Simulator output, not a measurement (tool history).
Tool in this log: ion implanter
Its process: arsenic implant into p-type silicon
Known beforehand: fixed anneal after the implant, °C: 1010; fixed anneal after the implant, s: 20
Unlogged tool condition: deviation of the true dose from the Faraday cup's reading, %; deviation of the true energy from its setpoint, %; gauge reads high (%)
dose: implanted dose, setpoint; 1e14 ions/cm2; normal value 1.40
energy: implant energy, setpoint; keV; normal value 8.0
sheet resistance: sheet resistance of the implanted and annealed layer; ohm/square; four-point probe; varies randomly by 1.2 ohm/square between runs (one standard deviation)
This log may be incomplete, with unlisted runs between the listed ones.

run,hour,dose,energy,wafers since the last listed run,hours since the last dose calibration,hours since the extraction supply was calibrated,hours since the gauge calibration,"read-back reference wafer on the same gauge, sheet resistance",sheet resistance
1,0.0,1.40,7.5,0,1728.5,3276.6,291.6,562.33,565.17
2,28.8,1.40,7.5,685,1757.3,3305.4,320.4,562.03,565.99
3,60.8,1.40,7.5,761,1789.3,3337.4,352.4,562.34,568.15
4,94.8,1.40,6.0,808,1823.3,3371.4,386.4,562.06,580.56
5,128.4,1.40,6.0,799,1856.9,3405.0,420.0,562.01,578.93
6,142.9,1.40,6.0,345,1871.4,3419.5,434.5,561.56,577.92
7,167.2,1.40,8.5,578,1895.7,3443.8,458.8,562.17,561.02
8,194.7,1.40,8.5,654,1923.2,3471.3,486.3,562.05,559.33
9,228.6,1.40,8.5,806,1957.1,3505.2,520.2,561.66,559.10
# hour 254.8: extraction supply calibrated
10,255.3,1.07,8.0,444,1983.8,0.5,546.9,561.82,689.63
# hour 276.0: gauge calibrated
11,281.1,1.40,8.0,613,2009.6,26.3,5.1,561.56,561.56
12,307.8,1.40,8.5,635,2036.3,53.0,31.8,561.52,560.40
13,320.4,1.40,8.0,299,2048.9,65.6,44.4,561.73,563.05
14,339.4,1.01,10.0,452,2067.9,84.6,63.4,561.97,698.61
15,358.9,1.24,10.0,463,2087.4,104.1,82.9,561.86,601.02
16,373.8,1.40,10.0,354,2102.3,119.0,97.8,561.87,546.54
# hour 386.5: Faraday cup replaced and dose calibrated
17,402.4,1.26,9.0,490,15.9,147.6,126.4,561.74,602.44
18,485.4,1.51,8.0,1974,98.9,230.6,209.4,561.69,529.55
19,512.0,1.40,6.0,632,125.5,257.2,236.0,562.14,576.08

Alternative continuations, all from the tool just after run 19; predict every row:
A,512.4,1.40,6.5,9,125.9,257.6,236.4,?,?
B,512.4,1.69,5.5,9,125.9,257.6,236.4,?,?
C,512.4,1.40,7.0,9,125.9,257.6,236.4,?,?
D,512.4,1.52,5.0,9,125.9,257.6,236.4,?,?
E,512.4,1.28,10.5,9,125.9,257.6,236.4,?,?

run,"read-back reference wafer on the same gauge, sheet resistance",sheet resistance
A,561.84,573.91
B,561.84,503.29
C,561.84,569.53
D,561.84,552.04
E,561.84,582.55
The same runs, with their run-to-run variation unchanged, on a tool lacking any hidden condition would have given:
run,sheet resistance
A,573.91
B,503.29
C,569.53
D,552.04
E,582.55
